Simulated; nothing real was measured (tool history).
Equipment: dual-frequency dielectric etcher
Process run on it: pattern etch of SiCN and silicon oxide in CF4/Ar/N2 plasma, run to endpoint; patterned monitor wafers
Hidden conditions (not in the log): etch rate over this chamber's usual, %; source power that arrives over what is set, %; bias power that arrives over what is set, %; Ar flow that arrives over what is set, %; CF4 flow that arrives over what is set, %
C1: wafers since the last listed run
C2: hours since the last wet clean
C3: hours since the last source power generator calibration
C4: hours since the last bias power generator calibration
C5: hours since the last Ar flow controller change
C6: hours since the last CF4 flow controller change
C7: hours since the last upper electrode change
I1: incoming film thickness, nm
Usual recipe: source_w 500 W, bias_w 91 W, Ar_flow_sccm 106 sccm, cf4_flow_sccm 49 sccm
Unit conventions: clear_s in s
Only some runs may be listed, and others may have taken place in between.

{"run": 1, "hour": 0.0, "source_w": 500, "bias_w": 91, "Ar_flow_sccm": 106, "cf4_flow_sccm": 49, "C1": 0, "C2": 114.5, "C3": 4180.7, "C4": 2368, "C5": 4164.6, "C6": 4203.9, "C7": 3583.8, "I1": 12.33, "clear_s": 13.3}
{"run": 2, "hour": 34.6, "source_w": 500, "bias_w": 91, "Ar_flow_sccm": 106, "cf4_flow_sccm": 49, "C1": 524, "C2": 149.1, "C3": 4215.3, "C4": 2402.6, "C5": 4199.2, "C6": 4238.5, "C7": 3618.4, "I1": 12.21, "clear_s": 13.2}
{"run": 3, "hour": 83.7, "source_w": 540, "bias_w": 91, "Ar_flow_sccm": 93, "cf4_flow_sccm": 49, "C1": 744, "C2": 198.2, "C3": 4264.4, "C4": 2451.7, "C5": 4248.3, "C6": 4287.6, "C7": 3667.5, "I1": 12.13, "clear_s": 12.5}
{"run": 4, "hour": 142.2, "source_w": 570, "bias_w": 83, "Ar_flow_sccm": 106, "cf4_flow_sccm": 49, "C1": 886, "C2": 256.7, "C3": 4322.9, "C4": 2510.2, "C5": 4306.8, "C6": 4346.1, "C7": 3726, "I1": 12.2, "clear_s": 12.8}
{"run": 5, "hour": 172.3, "source_w": 570, "bias_w": 83, "Ar_flow_sccm": 106, "cf4_flow_sccm": 49, "C1": 456, "C2": 286.8, "C3": 4353, "C4": 2540.3, "C5": 4336.9, "C6": 4376.2, "C7": 3756.1, "I1": 12.19, "clear_s": 12.9}
{"run": 6, "hour": 205.0, "source_w": 500, "bias_w": 91, "Ar_flow_sccm": 106, "cf4_flow_sccm": 49, "C1": 495, "C2": 319.5, "C3": 4385.7, "C4": 2573, "C5": 4369.6, "C6": 4408.9, "C7": 3788.8, "I1": 12.21, "clear_s": 13.6}
{"hour": 236.4, "done": "Ar flow controller replaced"}
{"hour": 239.5, "done": "bias power generator calibrated"}
{"run": 7, "hour": 266.9, "source_w": 500, "bias_w": 91, "Ar_flow_sccm": 106, "cf4_flow_sccm": 49, "C1": 800, "C2": 381.4, "C3": 4447.6, "C4": 27.4, "C5": 30.5, "C6": 4470.8, "C7": 3850.7, "I1": 12.04, "clear_s": 13.3}
{"run": 8, "hour": 327.9, "source_w": 430, "bias_w": 91, "Ar_flow_sccm": 117, "cf4_flow_sccm": 55, "C1": 924, "C2": 442.4, "C3": 4508.6, "C4": 88.4, "C5": 91.5, "C6": 4531.8, "C7": 3911.7, "I1": 12.25, "clear_s": 15.1}
{"hour": 359.8, "done": "upper electrode replaced, of another model than before"}
{"run": 9, "hour": 360.3, "source_w": 500, "bias_w": 82, "Ar_flow_sccm": 106, "cf4_flow_sccm": 49, "C1": 127, "C2": 474.8, "C3": 4541, "C4": 120.8, "C5": 123.9, "C6": 4564.2, "C7": 0.5, "I1": 12.13, "clear_s": 14.8}
{"hour": 376.0, "done": "CF4 flow controller replaced"}
{"run": 10, "hour": 392.8, "source_w": 500, "bias_w": 91, "Ar_flow_sccm": 119, "cf4_flow_sccm": 42, "C1": 401, "C2": 507.3, "C3": 4573.5, "C4": 153.3, "C5": 156.4, "C6": 16.8, "C7": 33, "I1": 12.26, "clear_s": 14.5}
{"run": 11, "hour": 463.7, "source_w": 500, "bias_w": 91, "Ar_flow_sccm": 106, "cf4_flow_sccm": 49, "C1": 1074, "C2": 578.2, "C3": 4644.4, "C4": 224.2, "C5": 227.3, "C6": 87.7, "C7": 103.9, "I1": 12.26, "clear_s": 13.8}
{"hour": 491.5, "done": "source power generator calibrated"}
{"hour": 551.9, "done": "wet clean of the chamber"}
{"run": 12, "hour": 632.1, "source_w": 500, "bias_w": 79, "Ar_flow_sccm": 106, "cf4_flow_sccm": 55, "C1": 2127, "C2": 80.2, "C3": 140.6, "C4": 392.6, "C5": 395.7, "C6": 256.1, "C7": 272.3, "I1": 12.18, "clear_s": 14.4}
{"run": 13, "hour": 689.1, "source_w": 420, "bias_w": 91, "Ar_flow_sccm": 106, "cf4_flow_sccm": 53, "C1": 863, "C2": 137.2, "C3": 197.6, "C4": 449.6, "C5": 452.7, "C6": 313.1, "C7": 329.3, "I1": 12.21, "clear_s": 13.8}
{"run": 14, "hour": 742.3, "source_w": 410, "bias_w": 79, "Ar_flow_sccm": 115, "cf4_flow_sccm": 38, "C1": 806, "C2": 190.4, "C3": 250.8, "C4": 502.8, "C5": 505.9, "C6": 366.3, "C7": 382.5, "I1": 12.34, "clear_s": 17}

Per-run results on a tool with no hidden state, each run keeping its own random variation:
run=1 clear_s=13.1
run=2 clear_s=13
run=3 clear_s=12.2
run=4 clear_s=12.5
run=5 clear_s=12.6
run=6 clear_s=13.1
run=7 clear_s=12.9
run=8 clear_s=14.4
run=9 clear_s=14.1
run=10 clear_s=13.8
run=11 clear_s=13.1
run=12 clear_s=14.4
run=13 clear_s=13.7
run=14 clear_s=16.8

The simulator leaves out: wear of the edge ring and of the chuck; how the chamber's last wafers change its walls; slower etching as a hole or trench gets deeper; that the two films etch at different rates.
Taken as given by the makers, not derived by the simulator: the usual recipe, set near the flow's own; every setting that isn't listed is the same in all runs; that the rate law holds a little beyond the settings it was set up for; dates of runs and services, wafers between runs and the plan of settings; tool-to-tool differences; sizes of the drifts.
